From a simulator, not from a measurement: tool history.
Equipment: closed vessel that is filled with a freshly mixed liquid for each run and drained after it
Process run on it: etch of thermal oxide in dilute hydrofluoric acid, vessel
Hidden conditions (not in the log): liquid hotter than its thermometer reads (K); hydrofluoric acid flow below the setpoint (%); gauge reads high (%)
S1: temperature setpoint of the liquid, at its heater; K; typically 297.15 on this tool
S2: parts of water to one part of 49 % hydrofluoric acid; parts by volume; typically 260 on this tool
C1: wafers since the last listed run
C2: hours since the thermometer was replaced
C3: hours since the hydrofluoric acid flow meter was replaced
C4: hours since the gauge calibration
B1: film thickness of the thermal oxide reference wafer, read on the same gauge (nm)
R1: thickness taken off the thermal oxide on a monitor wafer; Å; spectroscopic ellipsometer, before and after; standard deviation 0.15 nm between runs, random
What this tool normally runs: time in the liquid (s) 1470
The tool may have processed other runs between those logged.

{"run": 1, "hour": 0.0, "S1": 297.15, "S2": 260, "time in the liquid (s)": 1470, "C1": 0, "C2": 612.9, "C3": 782.9, "C4": 336.1, "B1": 80, "R1": 236.9}
{"run": 2, "hour": 49.3, "S1": 297.15, "S2": 260, "time in the liquid (s)": 1470, "C1": 2475, "C2": 662.2, "C3": 832.2, "C4": 385.4, "B1": 79.98, "R1": 237.5}
{"run": 3, "hour": 98.1, "S1": 297.15, "S2": 190, "time in the liquid (s)": 1985, "C1": 2450, "C2": 711, "C3": 881, "C4": 434.2, "B1": 79.99, "R1": 473.6}
{"run": 4, "hour": 126.1, "S1": 297.15, "S2": 190, "time in the liquid (s)": 1985, "C1": 1406, "C2": 739, "C3": 909, "C4": 462.2, "B1": 80.02, "R1": 474.9}
{"run": 5, "hour": 159.2, "S1": 297.15, "S2": 190, "time in the liquid (s)": 1985, "C1": 1662, "C2": 772.1, "C3": 942.1, "C4": 495.3, "B1": 79.99, "R1": 475}
{"run": 6, "hour": 201.1, "S1": 298.65, "S2": 310, "time in the liquid (s)": 1470, "C1": 2103, "C2": 814, "C3": 984, "C4": 537.2, "B1": 80, "R1": 199.4}
{"run": 7, "hour": 337.1, "S1": 297.15, "S2": 260, "time in the liquid (s)": 1470, "C1": 6829, "C2": 950, "C3": 1120, "C4": 673.2, "B1": 80.01, "R1": 236.8}
{"run": 8, "hour": 379.3, "S1": 297.15, "S2": 290, "time in the liquid (s)": 1470, "C1": 2119, "C2": 992.2, "C3": 1162.2, "C4": 715.4, "B1": 80, "R1": 204.6}
{"run": 9, "hour": 437.1, "S1": 297.15, "S2": 290, "time in the liquid (s)": 1470, "C1": 2902, "C2": 1050, "C3": 1220, "C4": 773.2, "B1": 79.99, "R1": 205.7}
{"run": 10, "hour": 477.6, "S1": 297.15, "S2": 190, "time in the liquid (s)": 1470, "C1": 2033, "C2": 1090.5, "C3": 1260.5, "C4": 813.7, "B1": 80.02, "R1": 348.4}
{"run": 11, "hour": 502.1, "S1": 297.15, "S2": 190, "time in the liquid (s)": 1470, "C1": 1230, "C2": 1115, "C3": 1285, "C4": 838.2, "B1": 80.02, "R1": 349.2}
{"hour": 619.5, "done": "thermometer replaced"}
{"run": 12, "hour": 630.4, "S1": 297.15, "S2": 260, "time in the liquid (s)": 2040, "C1": 6392, "C2": 10.9, "C3": 1413.3, "C4": 966.5, "B1": 80, "R1": 328}
{"run": 13, "hour": 694.3, "S1": 297.15, "S2": 260, "time in the liquid (s)": 2040, "C1": 3208, "C2": 74.8, "C3": 1477.2, "C4": 1030.4, "B1": 80.01, "R1": 328.6}
{"run": 14, "hour": 757.1, "S1": 297.15, "S2": 260, "time in the liquid (s)": 2040, "C1": 3153, "C2": 137.6, "C3": 1540, "C4": 1093.2, "B1": 79.99, "R1": 328.4}
{"run": 15, "hour": 784.6, "S1": 294.65, "S2": 260, "time in the liquid (s)": 1470, "C1": 1380, "C2": 165.1, "C3": 1567.5, "C4": 1120.7, "B1": 80.02, "R1": 215.8}
{"run": 16, "hour": 813.7, "S1": 296.15, "S2": 260, "time in the liquid (s)": 1470, "C1": 1461, "C2": 194.2, "C3": 1596.6, "C4": 1149.8, "B1": 80, "R1": 224.2}
{"run": 17, "hour": 874.6, "S1": 298.65, "S2": 310, "time in the liquid (s)": 865, "C1": 3058, "C2": 255.1, "C3": 1657.5, "C4": 1210.7, "B1": 80.01, "R1": 114.8}
{"run": 18, "hour": 902.3, "S1": 293.15, "S2": 300, "time in the liquid (s)": 640, "C1": 1390, "C2": 282.8, "C3": 1685.2, "C4": 1238.4, "B1": 80.03, "R1": 73.8}
{"hour": 906.7, "done": "hydrofluoric acid flow meter replaced"}
{"run": 19, "hour": 1060.5, "S1": 297.15, "S2": 260, "time in the liquid (s)": 2040, "C1": 7893, "C2": 441, "C3": 153.8, "C4": 1396.6, "B1": 80, "R1": 334.5}
{"run": 20, "hour": 1129.1, "S1": 295.15, "S2": 320, "time in the liquid (s)": 2260, "C1": 3444, "C2": 509.6, "C3": 222.4, "C4": 1465.2, "B1": 79.98, "R1": 262.9}
{"run": 21, "hour": 1191.3, "S1": 294.65, "S2": 385, "time in the liquid (s)": 1470, "C1": 3123, "C2": 571.8, "C3": 284.6, "C4": 1527.4, "B1": 80.01, "R1": 131.4}
{"run": 22, "hour": 1231.2, "S1": 301.65, "S2": 330, "time in the liquid (s)": 1470, "C1": 2003, "C2": 611.7, "C3": 324.5, "C4": 1567.3, "B1": 80.03, "R1": 205.3}
{"run": 23, "hour": 1284.0, "S1": 297.15, "S2": 150, "time in the liquid (s)": 695, "C1": 2651, "C2": 664.5, "C3": 377.3, "C4": 1620.1, "B1": 79.98, "R1": 221.9}
{"run": 24, "hour": 1347.2, "S1": 297.15, "S2": 260, "time in the liquid (s)": 1145, "C1": 3173, "C2": 727.7, "C3": 440.5, "C4": 1683.3, "B1": 80, "R1": 187.4}
{"hour": 1359.7, "done": "gauge calibrated"}
{"run": 25, "hour": 1410.2, "S1": 301.65, "S2": 260, "time in the liquid (s)": 1470, "C1": 3163, "C2": 790.7, "C3": 503.5, "C4": 50.5, "B1": 79.98, "R1": 282.1}
{"run": 26, "hour": 1437.4, "S1": 297.15, "S2": 260, "time in the liquid (s)": 1145, "C1": 1365, "C2": 817.9, "C3": 530.7, "C4": 77.7, "B1": 80, "R1": 186.6}
{"run": 27, "hour": 1507.0, "S1": 297.15, "S2": 260, "time in the liquid (s)": 1470, "C1": 3494, "C2": 887.5, "C3": 600.3, "C4": 147.3, "B1": 80, "R1": 241.2}
{"run": 28, "hour": 1555.6, "S1": 293.65, "S2": 220, "time in the liquid (s)": 935, "C1": 2440, "C2": 936.1, "C3": 648.9, "C4": 195.9, "B1": 80, "R1": 165.4}
{"run": 29, "hour": 1705.8, "S1": 297.15, "S2": 260, "time in the liquid (s)": 920, "C1": 7542, "C2": 1086.3, "C3": 799.1, "C4": 346.1, "B1": 80.01, "R1": 149.7}
{"run": 30, "hour": 1821.7, "S1": 301.65, "S2": 135, "time in the liquid (s)": 825, "C1": 5819, "C2": 1202.2, "C3": 915, "C4": 462, "B1": 80, "R1": 348.8}
{"run": 31, "hour": 1865.3, "S1": 295.15, "S2": 320, "time in the liquid (s)": 2260, "C1": 2189, "C2": 1245.8, "C3": 958.6, "C4": 505.6, "B1": 79.99, "R1": 261.9}
{"run": 32, "hour": 1926.9, "S1": 298.65, "S2": 310, "time in the liquid (s)": 865, "C1": 3093, "C2": 1307.4, "C3": 1020.2, "C4": 567.2, "B1": 80.01, "R1": 115.8}

Alternative continuations, all from the tool just after run 32; predict every row:
{"run": "A", "hour": 1928.0, "S1": 297.15, "S2": 185, "time in the liquid (s)": 1470, "C1": 55, "C2": 1308.5, "C3": 1021.3, "C4": 568.3, "B1": "?", "R1": "?"}
{"run": "B", "hour": 1928.0, "S1": 297.15, "S2": 160, "time in the liquid (s)": 960, "C1": 55, "C2": 1308.5, "C3": 1021.3, "C4": 568.3, "B1": "?", "R1": "?"}
{"run": "C", "hour": 1928.0, "S1": 300.15, "S2": 375, "time in the liquid (s)": 1235, "C1": 55, "C2": 1308.5, "C3": 1021.3, "C4": 568.3, "B1": "?", "R1": "?"}
{"run": "D", "hour": 1928.0, "S1": 292.65, "S2": 260, "time in the liquid (s)": 1470, "C1": 55, "C2": 1308.5, "C3": 1021.3, "C4": 568.3, "B1": "?", "R1": "?"}
{"run": "E", "hour": 1928.0, "S1": 293.65, "S2": 390, "time in the liquid (s)": 1100, "C1": 55, "C2": 1308.5, "C3": 1021.3, "C4": 568.3, "B1": "?", "R1": "?"}

run=A B1=80.04 R1=363.2
run=B B1=80.04 R1=282.1
run=C B1=80.04 R1=137
run=D B1=80.04 R1=202.5
run=E B1=80.04 R1=93.3
The same runs, with their run-to-run variation unchanged, on a tool lacking any hidden condition would have given:
run=A R1=372.3
run=B R1=289
run=C R1=140.9
run=D R1=207.7
run=E R1=95.9
